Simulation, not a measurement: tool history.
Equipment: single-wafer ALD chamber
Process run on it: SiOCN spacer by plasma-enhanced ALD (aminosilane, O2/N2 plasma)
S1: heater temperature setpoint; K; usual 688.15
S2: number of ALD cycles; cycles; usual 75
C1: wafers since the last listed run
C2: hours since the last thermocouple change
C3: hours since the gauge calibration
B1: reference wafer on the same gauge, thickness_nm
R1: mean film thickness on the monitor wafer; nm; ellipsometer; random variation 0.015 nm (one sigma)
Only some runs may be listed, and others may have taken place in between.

{"run": 1, "hour": 0.0, "S1": 688.15, "S2": 75, "C1": 0, "C2": 747.9, "C3": 930.1, "B1": 4.379, "R1": 4.706}
{"run": 2, "hour": 81.7, "S1": 688.15, "S2": 75, "C1": 299, "C2": 829.6, "C3": 1011.8, "B1": 4.383, "R1": 4.705}
{"run": 3, "hour": 144.4, "S1": 688.15, "S2": 75, "C1": 229, "C2": 892.3, "C3": 1074.5, "B1": 4.372, "R1": 4.699}
{"run": 4, "hour": 446.8, "S1": 688.15, "S2": 75, "C1": 1108, "C2": 1194.7, "C3": 1376.9, "B1": 4.386, "R1": 4.724}
{"run": 5, "hour": 486.2, "S1": 688.15, "S2": 75, "C1": 144, "C2": 1234.1, "C3": 1416.3, "B1": 4.387, "R1": 4.724}
{"run": 6, "hour": 557.9, "S1": 688.15, "S2": 75, "C1": 262, "C2": 1305.8, "C3": 1488.0, "B1": 4.382, "R1": 4.696}
{"hour": 572.2, "done": "gauge calibrated"}
{"run": 7, "hour": 618.0, "S1": 679.15, "S2": 79, "C1": 220, "C2": 1365.9, "C3": 45.8, "B1": 4.378, "R1": 5.134}
{"run": 8, "hour": 710.7, "S1": 679.15, "S2": 79, "C1": 339, "C2": 1458.6, "C3": 138.5, "B1": 4.384, "R1": 5.123}
{"run": 9, "hour": 770.7, "S1": 679.15, "S2": 79, "C1": 219, "C2": 1518.6, "C3": 198.5, "B1": 4.38, "R1": 5.097}
{"run": 10, "hour": 835.1, "S1": 688.15, "S2": 75, "C1": 236, "C2": 1583.0, "C3": 262.9, "B1": 4.379, "R1": 4.718}
{"run": 11, "hour": 921.1, "S1": 688.15, "S2": 66, "C1": 315, "C2": 1669.0, "C3": 348.9, "B1": 4.381, "R1": 4.17}
{"run": 12, "hour": 1011.4, "S1": 688.15, "S2": 75, "C1": 331, "C2": 1759.3, "C3": 439.2, "B1": 4.381, "R1": 4.692}
{"run": 13, "hour": 1097.9, "S1": 679.15, "S2": 79, "C1": 317, "C2": 1845.8, "C3": 525.7, "B1": 4.378, "R1": 5.127}
{"run": 14, "hour": 1160.5, "S1": 677.15, "S2": 62, "C1": 229, "C2": 1908.4, "C3": 588.3, "B1": 4.379, "R1": 4.036}
{"hour": 1198.8, "done": "thermocouple changed; heater temperature recalibrated"}
{"run": 15, "hour": 1206.1, "S1": 688.15, "S2": 60, "C1": 137, "C2": 7.3, "C3": 633.9, "B1": 4.384, "R1": 3.614}
{"run": 16, "hour": 1300.2, "S1": 699.15, "S2": 75, "C1": 344, "C2": 101.4, "C3": 728.0, "B1": 4.383, "R1": 4.351}
{"run": 17, "hour": 1434.4, "S1": 688.15, "S2": 75, "C1": 492, "C2": 235.6, "C3": 862.2, "B1": 4.379, "R1": 4.561}
{"hour": 1448.1, "done": "thermocouple changed; heater temperature recalibrated, repeated, since the last time left the tool worse"}
{"run": 18, "hour": 1496.8, "S1": 680.15, "S2": 67, "C1": 199, "C2": 48.7, "C3": 924.6, "B1": 4.386, "R1": 4.256}
{"run": 19, "hour": 1547.0, "S1": 703.15, "S2": 82, "C1": 184, "C2": 98.9, "C3": 974.8, "B1": 4.379, "R1": 4.812}
{"run": 20, "hour": 1653.9, "S1": 701.15, "S2": 66, "C1": 391, "C2": 205.8, "C3": 1081.7, "B1": 4.384, "R1": 3.932}
{"run": 21, "hour": 1713.9, "S1": 677.15, "S2": 62, "C1": 219, "C2": 265.8, "C3": 1141.7, "B1": 4.378, "R1": 4.014}
{"run": 22, "hour": 1821.3, "S1": 674.15, "S2": 83, "C1": 393, "C2": 373.2, "C3": 1249.1, "B1": 4.377, "R1": 5.416}

Selected run-to-run steps in R1, each split into two signed amounts: the part the tool would show with no hidden state at all (from settings, incoming material and random variation), and the remainder, which goes to the hidden state together with any gauge scatter not common to the measured and the hidden-state-free results:
Hidden conditions of the tool in this case: wafer temperature above the value expected at the setpoint (K); gauge reads high (%).
Run 13 -> 14: S1 679.15 -> 677.15, S2 79 -> 62. R1 -1.091 nm: hidden state -0.020, all else -1.071.
Run 14 -> 15: S1 677.15 -> 688.15, S2 62 -> 60, thermocouple changed; heater temperature recalibrated. R1 -0.422 nm: hidden state -0.138, all else -0.284.
Run 17 -> 18: S1 688.15 -> 680.15, S2 75 -> 67, thermocouple changed; heater temperature recalibrated, repeated, since the last time left the tool worse. R1 -0.305 nm: hidden state +0.102, all else -0.407.
Run 21 -> 22: S1 677.15 -> 674.15, S2 62 -> 83. R1 +1.402 nm: hidden state -0.008, all else +1.410.

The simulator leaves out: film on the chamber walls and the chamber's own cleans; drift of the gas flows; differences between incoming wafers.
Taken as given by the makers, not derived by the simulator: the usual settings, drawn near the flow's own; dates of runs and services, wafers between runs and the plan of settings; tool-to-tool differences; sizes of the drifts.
